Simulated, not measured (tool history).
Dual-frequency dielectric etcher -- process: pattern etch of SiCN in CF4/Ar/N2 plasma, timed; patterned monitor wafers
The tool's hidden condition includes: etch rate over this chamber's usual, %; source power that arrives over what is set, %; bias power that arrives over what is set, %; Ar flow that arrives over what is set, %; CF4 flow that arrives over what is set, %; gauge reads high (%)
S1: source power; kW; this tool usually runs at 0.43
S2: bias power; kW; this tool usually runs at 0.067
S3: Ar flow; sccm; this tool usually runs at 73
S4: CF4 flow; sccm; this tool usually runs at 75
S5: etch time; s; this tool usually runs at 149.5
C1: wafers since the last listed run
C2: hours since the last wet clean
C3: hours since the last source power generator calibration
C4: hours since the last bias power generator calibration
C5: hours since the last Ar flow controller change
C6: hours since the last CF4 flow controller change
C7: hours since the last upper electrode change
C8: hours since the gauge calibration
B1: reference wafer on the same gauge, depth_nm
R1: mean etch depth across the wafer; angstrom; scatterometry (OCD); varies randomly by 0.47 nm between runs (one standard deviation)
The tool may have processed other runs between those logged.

run 1 hour=0 | S1=0.43 S2=0.064 S3=73 S4=75 S5=149.5 | C1=0 C2=261 C3=3413.8 C4=447.7 C5=1113.2 C6=3705.2 C7=4667.5 C8=906.4 | B1=140 | R1=1198
run 2 hour=49.8 | S1=0.43 S2=0.064 S3=73 S4=75 S5=149.5 | C1=582 C2=310.8 C3=3463.6 C4=497.5 C5=1163 C6=3755 C7=4717.3 C8=956.2 | B1=139.9 | R1=1206
run 3 hour=127.6 | S1=0.43 S2=0.064 S3=73 S4=75 S5=149.5 | C1=910 C2=388.6 C3=3541.4 C4=575.3 C5=1240.8 C6=3832.8 C7=4795.1 C8=1034 | B1=140 | R1=1195
run 4 hour=165 | S1=0.43 S2=0.067 S3=73 S4=70 S5=114.5 | C1=437 C2=426 C3=3578.8 C4=612.7 C5=1278.2 C6=3870.2 C7=4832.5 C8=1071.4 | B1=140.2 | R1=910
-- hour=206.3 wet clean of the chamber
run 5 hour=258.6 | S1=0.43 S2=0.067 S3=73 S4=70 S5=114.5 | C1=814 C2=52.3 C3=3672.4 C4=706.3 C5=1371.8 C6=3963.8 C7=4926.1 C8=1165 | B1=139.8 | R1=921
run 6 hour=321.6 | S1=0.43 S2=0.067 S3=73 S4=75 S5=149.5 | C1=737 C2=115.3 C3=3735.4 C4=769.3 C5=1434.8 C6=4026.8 C7=4989.1 C8=1228 | B1=139.9 | R1=1220
run 7 hour=399.2 | S1=0.43 S2=0.067 S3=73 S4=75 S5=149.5 | C1=908 C2=192.9 C3=3813 C4=846.9 C5=1512.4 C6=4104.4 C7=5066.7 C8=1305.6 | B1=139.9 | R1=1210
-- hour=509.9 upper electrode replaced
run 8 hour=510.4 | S1=0.43 S2=0.067 S3=73 S4=75 S5=149.5 | C1=1020 C2=304.1 C3=3924.2 C4=958.1 C5=1623.6 C6=4215.6 C7=0.5 C8=1416.8 | B1=139.8 | R1=1202
run 9 hour=599.4 | S1=0.43 S2=0.067 S3=73 S4=75 S5=149.5 | C1=1041 C2=393.1 C3=4013.2 C4=1047.1 C5=1712.6 C6=4304.6 C7=89.5 C8=1505.8 | B1=140 | R1=1202
-- hour=647.1 wet clean of the chamber
run 10 hour=647.6 | S1=0.43 S2=0.067 S3=73 S4=75 S5=149.5 | C1=283 C2=0.5 C3=4061.4 C4=1095.3 C5=1760.8 C6=4352.8 C7=137.7 C8=1554 | B1=139.8 | R1=1287
-- hour=680.1 gauge calibrated
run 11 hour=726 | S1=0.35 S2=0.067 S3=73 S4=86 S5=149.5 | C1=917 C2=78.9 C3=4139.8 C4=1173.7 C5=1839.2 C6=4431.2 C7=216.1 C8=45.9 | B1=139.9 | R1=1077
run 12 hour=783.8 | S1=0.35 S2=0.084 S3=73 S4=59 S5=149.5 | C1=676 C2=136.7 C3=4197.6 C4=1231.5 C5=1897 C6=4489 C7=273.9 C8=103.7 | B1=139.9 | R1=1051
run 13 hour=849.3 | S1=0.35 S2=0.067 S3=73 S4=86 S5=149.5 | C1=766 C2=202.2 C3=4263.1 C4=1297 C5=1962.5 C6=4554.5 C7=339.4 C8=169.2 | B1=140.2 | R1=1069
-- hour=910.8 wet clean of the chamber, repeated, since the last time left the tool worse
run 14 hour=911.3 | S1=0.46 S2=0.067 S3=73 S4=75 S5=149.5 | C1=444 C2=0.5 C3=4325.1 C4=1359 C5=2024.5 C6=4616.5 C7=401.4 C8=231.2 | B1=140.1 | R1=1320
-- hour=997.9 source power generator calibrated
run 15 hour=998.4 | S1=0.33 S2=0.067 S3=79 S4=83 S5=161 | C1=972 C2=87.6 C3=0.5 C4=1446.1 C5=2111.6 C6=4703.6 C7=488.5 C8=318.3 | B1=139.7 | R1=1034
-- hour=1021.4 CF4 flow controller replaced
-- hour=1034.4 Ar flow controller replaced
-- hour=1151.1 bias power generator calibrated
run 16 hour=1168.6 | S1=0.43 S2=0.067 S3=65 S4=75 S5=149.5 | C1=1805 C2=257.8 C3=170.7 C4=17.5 C5=134.2 C6=147.2 C7=658.7 C8=488.5 | B1=140 | R1=1230
run 17 hour=1245 | S1=0.43 S2=0.064 S3=73 S4=75 S5=149.5 | C1=894 C2=334.2 C3=247.1 C4=93.9 C5=210.6 C6=223.6 C7=735.1 C8=564.9 | B1=139.9 | R1=1198
run 18 hour=1282.8 | S1=0.43 S2=0.058 S3=73 S4=75 S5=114.5 | C1=442 C2=372 C3=284.9 C4=131.7 C5=248.4 C6=261.4 C7=772.9 C8=602.7 | B1=140 | R1=906
-- hour=1342.2 wet clean of the chamber
run 19 hour=1342.7 | S1=0.33 S2=0.067 S3=66 S4=57 S5=149.5 | C1=420 C2=0.5 C3=344.8 C4=191.6 C5=308.3 C6=321.3 C7=832.8 C8=662.6 | B1=140 | R1=921
run 20 hour=1429.9 | S1=0.51 S2=0.067 S3=68 S4=75 S5=188.5 | C1=1020 C2=87.7 C3=432 C4=278.8 C5=395.5 C6=408.5 C7=920 C8=749.8 | B1=140 | R1=1827
run 21 hour=1469.8 | S1=0.43 S2=0.059 S3=73 S4=75 S5=149.5 | C1=467 C2=127.6 C3=471.9 C4=318.7 C5=435.4 C6=448.4 C7=959.9 C8=789.7 | B1=140 | R1=1194

Here are 3 independent what-if runs from the current tool condition. What would each one return?
run A hour=1470.3 | S1=0.43 S2=0.067 S3=73 S4=75 S5=149.5 | C1=5 C2=128.1 C3=472.4 C4=319.2 C5=435.9 C6=448.9 C7=960.4 C8=790.2 | B1=? | R1=?
run B hour=1470.3 | S1=0.32 S2=0.053 S3=59 S4=75 S5=179 | C1=5 C2=128.1 C3=472.4 C4=319.2 C5=435.9 C6=448.9 C7=960.4 C8=790.2 | B1=? | R1=?
run C hour=1470.3 | S1=0.43 S2=0.051 S3=73 S4=60 S5=131.5 | C1=5 C2=128.1 C3=472.4 C4=319.2 C5=435.9 C6=448.9 C7=960.4 C8=790.2 | B1=? | R1=?

run=A B1=140 R1=1227
run=B B1=140 R1=1090
run=C B1=140 R1=984
Stripped of hidden state, with their random variation kept, the same runs would have yielded:
run=A R1=1240
run=B R1=1101
run=C R1=994

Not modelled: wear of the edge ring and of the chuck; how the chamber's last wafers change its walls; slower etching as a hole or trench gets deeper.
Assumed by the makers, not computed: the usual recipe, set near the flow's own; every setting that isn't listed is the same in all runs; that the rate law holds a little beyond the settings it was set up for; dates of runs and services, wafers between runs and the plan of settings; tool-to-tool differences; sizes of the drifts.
